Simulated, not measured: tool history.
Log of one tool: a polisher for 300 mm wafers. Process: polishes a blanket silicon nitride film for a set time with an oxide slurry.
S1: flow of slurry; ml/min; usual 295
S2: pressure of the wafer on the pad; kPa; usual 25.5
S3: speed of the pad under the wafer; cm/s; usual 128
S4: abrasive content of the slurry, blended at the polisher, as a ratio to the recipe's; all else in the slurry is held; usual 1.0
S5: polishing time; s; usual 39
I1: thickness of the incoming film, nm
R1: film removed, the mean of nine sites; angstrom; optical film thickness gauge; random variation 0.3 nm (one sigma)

{"run": 1, "hour": 0.0, "S1": 295, "S2": 25.5, "S3": 128, "S4": 1.0, "S5": 39, "I1": 422.1, "R1": 264}
{"run": 2, "hour": 8.3, "S1": 295, "S2": 22.1, "S3": 128, "S4": 1.0, "S5": 39, "I1": 420.7, "R1": 232}
{"hour": 15.4, "done": "slurry blender recalibrated"}
{"run": 3, "hour": 24.7, "S1": 295, "S2": 25.5, "S3": 128, "S4": 1.0, "S5": 39, "I1": 419.7, "R1": 269}
{"run": 4, "hour": 31.4, "S1": 295, "S2": 25.5, "S3": 128, "S4": 1.0, "S5": 39, "I1": 426.7, "R1": 269}
{"hour": 40.4, "done": "worn pad replaced by a new one"}
{"run": 5, "hour": 49.4, "S1": 295, "S2": 25.5, "S3": 128, "S4": 1.0, "S5": 39, "I1": 414.7, "R1": 270}
{"run": 6, "hour": 65.7, "S1": 295, "S2": 25.5, "S3": 128, "S4": 1.0, "S5": 39, "I1": 419.2, "R1": 261}
{"run": 7, "hour": 75.3, "S1": 295, "S2": 25.5, "S3": 128, "S4": 1.0, "S5": 39, "I1": 420.7, "R1": 266}
{"run": 8, "hour": 91.1, "S1": 295, "S2": 25.5, "S3": 128, "S4": 1.0, "S5": 39, "I1": 423.0, "R1": 265}
{"run": 9, "hour": 103.6, "S1": 295, "S2": 25.5, "S3": 128, "S4": 1.0, "S5": 43, "I1": 425.8, "R1": 290}
{"run": 10, "hour": 115.9, "S1": 295, "S2": 25.5, "S3": 128, "S4": 1.0, "S5": 43, "I1": 418.6, "R1": 296}
{"hour": 129.2, "done": "worn pad replaced by a new one"}
{"hour": 130.7, "done": "head pressure recalibrated"}
{"run": 11, "hour": 148.6, "S1": 295, "S2": 25.5, "S3": 128, "S4": 1.0, "S5": 43, "I1": 418.8, "R1": 296}
{"run": 12, "hour": 157.8, "S1": 295, "S2": 25.5, "S3": 128, "S4": 1.0, "S5": 39, "I1": 415.8, "R1": 267}
{"hour": 170.1, "done": "slurry blender recalibrated"}
{"run": 13, "hour": 170.6, "S1": 295, "S2": 25.5, "S3": 128, "S4": 1.0, "S5": 43, "I1": 415.9, "R1": 296}
{"run": 14, "hour": 177.8, "S1": 295, "S2": 16.5, "S3": 128, "S4": 1.0, "S5": 39, "I1": 420.1, "R1": 174}
{"run": 15, "hour": 185.9, "S1": 395, "S2": 25.5, "S3": 128, "S4": 1.0, "S5": 39, "I1": 418.3, "R1": 272}
{"hour": 192.2, "done": "slurry nozzle cleaned"}
{"run": 16, "hour": 196.8, "S1": 200, "S2": 33.1, "S3": 128, "S4": 1.0, "S5": 39, "I1": 413.9, "R1": 328}
{"run": 17, "hour": 212.7, "S1": 295, "S2": 25.5, "S3": 128, "S4": 0.9, "S5": 39, "I1": 416.9, "R1": 247}
{"hour": 218.3, "done": "conditioning disc replaced and pad reconditioned"}
{"hour": 222.1, "done": "worn pad replaced by a new one"}
{"run": 18, "hour": 227.0, "S1": 295, "S2": 25.5, "S3": 128, "S4": 1.0, "S5": 39, "I1": 421.1, "R1": 263}
{"run": 19, "hour": 241.5, "S1": 225, "S2": 25.5, "S3": 128, "S4": 1.0, "S5": 39, "I1": 413.9, "R1": 260}
{"run": 20, "hour": 250.1, "S1": 295, "S2": 33.1, "S3": 154, "S4": 1.3, "S5": 39, "I1": 414.6, "R1": 464}
{"run": 21, "hour": 256.6, "S1": 295, "S2": 21.4, "S3": 128, "S4": 1.0, "S5": 39, "I1": 427.6, "R1": 218}
{"run": 22, "hour": 273.1, "S1": 295, "S2": 28.3, "S3": 128, "S4": 1.0, "S5": 39, "I1": 425.7, "R1": 294}

The next listed run, before its measurement:
{"run": 23, "hour": 285.4, "S1": 390, "S2": 25.5, "S3": 128, "S4": 0.8, "S5": 39, "I1": 418.7, "R1": "?"}

{"run 23": {"R1": 230}}
Without the tool's hidden state the same run would have given R1 230 angstrom.
